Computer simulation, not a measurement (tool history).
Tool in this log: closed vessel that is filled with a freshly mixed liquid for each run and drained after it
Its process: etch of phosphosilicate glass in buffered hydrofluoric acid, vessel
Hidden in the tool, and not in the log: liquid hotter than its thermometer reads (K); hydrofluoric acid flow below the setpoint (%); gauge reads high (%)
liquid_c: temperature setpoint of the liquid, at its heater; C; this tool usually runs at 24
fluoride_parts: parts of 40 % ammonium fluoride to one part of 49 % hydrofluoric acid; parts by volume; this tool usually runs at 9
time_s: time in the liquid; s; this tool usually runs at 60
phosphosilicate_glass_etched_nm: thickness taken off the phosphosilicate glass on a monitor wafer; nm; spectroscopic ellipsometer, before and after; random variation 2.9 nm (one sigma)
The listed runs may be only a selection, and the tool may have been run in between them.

run     day  liquid_c  fluoride_parts  time_s  wafers since the last listed run  hours since the thermometer was replaced  hours since the hydrofluoric acid flow meter was replaced  hours since the gauge calibration  read-back film thickness of the phosphosilicate glass reference wafer, read on the same gauge (nm)  phosphosilicate_glass_etched_nm
  1       0        24               9      60                                 0                                     925.5                                                     1272.8                                164                                                                                              100.01                           632.31
  2   1.233        24               7      60                              2698                                     955.1                                                     1302.4                              193.6                                                                                                 100                           831.65
  3   2.204      21.5               9      70                              2124                                     978.4                                                     1325.7                              216.9                                                                                              100.02                           643.34
  4   2.879      21.5               9      70                              1477                                     994.6                                                     1341.9                              233.1                                                                                              100.02                           648.56
  5   3.871        24               9      60                              2170                                    1018.4                                                     1365.7                              256.9                                                                                               99.99                           633.79
  6   4.583        24               9      60                              1559                                    1035.5                                                     1382.8                                274                                                                                               99.96                           635.39
  7   5.262        24               9      60                              1486                                    1051.8                                                     1399.1                              290.3                                                                                               99.99                           634.45
  8   6.667        24               9      60                              3072                                    1085.5                                                     1432.8                                324                                                                                               99.98                           632.82
  9   7.858        24               9      85                              2607                                    1114.1                                                     1461.4                              352.6                                                                                              100.01                           902.17
 10     8.4        24               9      85                              1185                                    1127.1                                                     1474.4                              365.6                                                                                               99.99                           905.66
      9.438  -- hydrofluoric acid flow meter replaced
 11   9.458        24               9      85                              2224                                    1152.5                                                        0.5                                391                                                                                              100.02                           899.46
 12  10.679        24               9      60                              2671                                    1181.8                                                       29.8                              420.3                                                                                              100.04                           636.81
 13  11.367        19               9      30                              1504                                    1198.3                                                       46.3                              436.8                                                                                                 100                           240.67
 14  12.588        22               9      70                              2671                                    1227.6                                                       75.6                              466.1                                                                                               99.99                           667.88
     12.892  -- thermometer replaced
 15  13.954        24               9      60                              2899                                      25.5                                                      108.4                              498.9                                                                                              100.03                           639.57
 16  14.471        26            10.5      45                              1130                                      37.9                                                      120.8                              511.3                                                                                               99.99                           472.36
 17  15.675        24               9      60                              2635                                      66.8                                                      149.7                              540.2                                                                                              100.03                           631.61
 18  17.096        24               9      60                              3109                                     100.9                                                      183.8                              574.3                                                                                              100.01                           635.47
     17.329  -- gauge calibrated
 19  17.704      28.5              11      60                              1331                                     115.5                                                      198.4                                  9                                                                                                 100                           694.86
 20  18.896        24               9      60                              2607                                     144.1                                                        227                               37.6                                                                                               99.99                           639.01
 21  19.908        27               7      50                              2215                                     168.4                                                      251.3                               61.9                                                                                               99.95                           810.07
 22  23.671        24            11.5      60                              8233                                     258.7                                                      341.6                              152.2                                                                                               99.97                           518.84
 23  28.154        24               9      40                              9810                                     366.3                                                      449.2                              259.8                                                                                               99.99                           426.37
 24  29.025        24             7.5      60                              1905                                     387.2                                                      470.1                              280.7                                                                                               99.99                           774.59
 25  29.588        24               9      60                              1230                                     400.7                                                      483.6                              294.2                                                                                              100.03                           632.33
 26  30.238      21.5               9      35                              1422                                     416.3                                                      499.2                              309.8                                                                                               99.99                           322.64
 27  30.967        24               9      60                              1595                                     433.8                                                      516.7                              327.3                                                                                              100.03                           630.33
 28  31.625        24            10.5      40                              1440                                     449.6                                                      532.5                              343.1                                                                                              100.01                            374.5
 29  32.712      28.5             6.5      40                              2379                                     475.7                                                      558.6                              369.2                                                                                               99.98                           752.09
 30  33.496        24               9      60                              1714                                     494.5                                                      577.4                                388                                                                                               99.98                            631.8
 31  34.429        24               9      60                              2042                                     516.9                                                      599.8                              410.4                                                                                              100.02                           637.21
 32  35.292        26               7      30                              1887                                     537.6                                                      620.5                              431.1                                                                                               99.96                            463.8

Give the tool's hidden conditions for every run:
liquid hotter than its thermometer reads (K): 0 on each run
hydrofluoric acid flow below the setpoint (%): 0 on each run
gauge reads high (%): 0 on each run
